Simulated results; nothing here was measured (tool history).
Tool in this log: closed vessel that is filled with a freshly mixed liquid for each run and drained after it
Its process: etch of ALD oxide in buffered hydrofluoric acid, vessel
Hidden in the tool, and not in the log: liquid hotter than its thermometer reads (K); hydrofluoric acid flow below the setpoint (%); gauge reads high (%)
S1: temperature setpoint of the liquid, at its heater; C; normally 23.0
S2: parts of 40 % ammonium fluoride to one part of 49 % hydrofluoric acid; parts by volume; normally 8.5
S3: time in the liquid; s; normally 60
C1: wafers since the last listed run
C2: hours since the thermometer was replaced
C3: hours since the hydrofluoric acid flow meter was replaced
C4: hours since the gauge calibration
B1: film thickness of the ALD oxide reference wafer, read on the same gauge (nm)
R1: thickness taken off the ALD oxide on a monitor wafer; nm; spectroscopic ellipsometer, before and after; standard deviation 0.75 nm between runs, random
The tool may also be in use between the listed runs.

run	day	S1	S2	S3	C1	C2	C3	C4	B1	R1
1	0.000	19.5	8.5	60	0	368.6	668.3	331.6	109.97	129.00
2	2.146	19.5	8.5	60	5152	420.1	719.8	383.1	110.03	128.72
3	4.825	23.0	8.5	60	6433	484.4	784.1	447.4	110.03	155.90
4	6.833	20.5	8.5	60	4822	532.6	832.3	495.6	109.99	136.93
5	9.188	20.5	8.5	60	5653	589.1	888.8	552.1	110.03	136.44
6	11.633	23.0	8.5	60	5873	647.8	947.5	610.8	110.01	157.78
7	14.304	23.0	8.5	60	6413	711.9	1011.6	674.9	110.00	157.78
8	15.696	23.0	8.5	60	3341	745.3	1045.0	708.3	109.97	158.22
9	17.629	23.0	8.5	60	4642	791.7	1091.4	754.7	110.03	159.08
10	20.296	23.0	8.5	60	6403	855.7	1155.4	818.7	109.99	158.07
# day 20.533: hydrofluoric acid flow meter replaced
11	21.725	23.0	8.5	60	3331	890.0	28.6	853.0	110.00	163.95
# day 22.158: gauge calibrated
12	24.525	25.5	5.5	30	6723	957.2	95.8	56.8	110.00	141.94
# day 25.983: thermometer replaced
13	27.329	27.5	11.5	85	6633	32.3	163.1	124.1	110.01	212.64
14	28.638	26.5	7.0	75	3141	63.7	194.5	155.5	110.03	287.06
15	31.454	21.0	9.5	80	6763	131.3	262.1	223.1	109.95	169.00
16	33.712	23.0	11.0	80	5422	185.5	316.3	277.3	109.98	165.79
17	35.408	20.5	11.5	40	4072	226.2	357.0	318.0	110.02	69.13
18	37.392	23.0	10.5	35	4762	273.8	404.6	365.6	109.97	76.10
19	40.175	23.0	8.5	90	6683	340.6	471.4	432.4	109.99	233.84
20	41.496	20.0	10.0	40	3171	372.3	503.1	464.1	110.01	78.48
21	42.688	23.0	8.5	60	2861	400.9	531.7	492.7	109.94	156.62
22	44.225	26.5	7.0	75	3691	437.8	568.6	529.6	110.03	289.23

5 ways to go on from here, each from the tool as it stands after run 22. What would each give?
A	44.254	23.0	8.5	85	70	438.5	569.3	530.3	?	?
B	44.254	25.0	9.5	35	70	438.5	569.3	530.3	?	?
C	44.254	25.0	8.5	60	70	438.5	569.3	530.3	?	?
D	44.254	27.0	6.0	60	70	438.5	569.3	530.3	?	?
E	44.254	23.0	9.5	60	70	438.5	569.3	530.3	?	?

run	B1	R1
A	110.00	220.04
B	110.00	92.41
C	110.00	173.14
D	110.00	272.60
E	110.00	142.11
Had the tool no hidden state, the same runs would have come out as:
run	R1
A	216.82
B	90.44
C	170.67
D	267.88
E	139.03

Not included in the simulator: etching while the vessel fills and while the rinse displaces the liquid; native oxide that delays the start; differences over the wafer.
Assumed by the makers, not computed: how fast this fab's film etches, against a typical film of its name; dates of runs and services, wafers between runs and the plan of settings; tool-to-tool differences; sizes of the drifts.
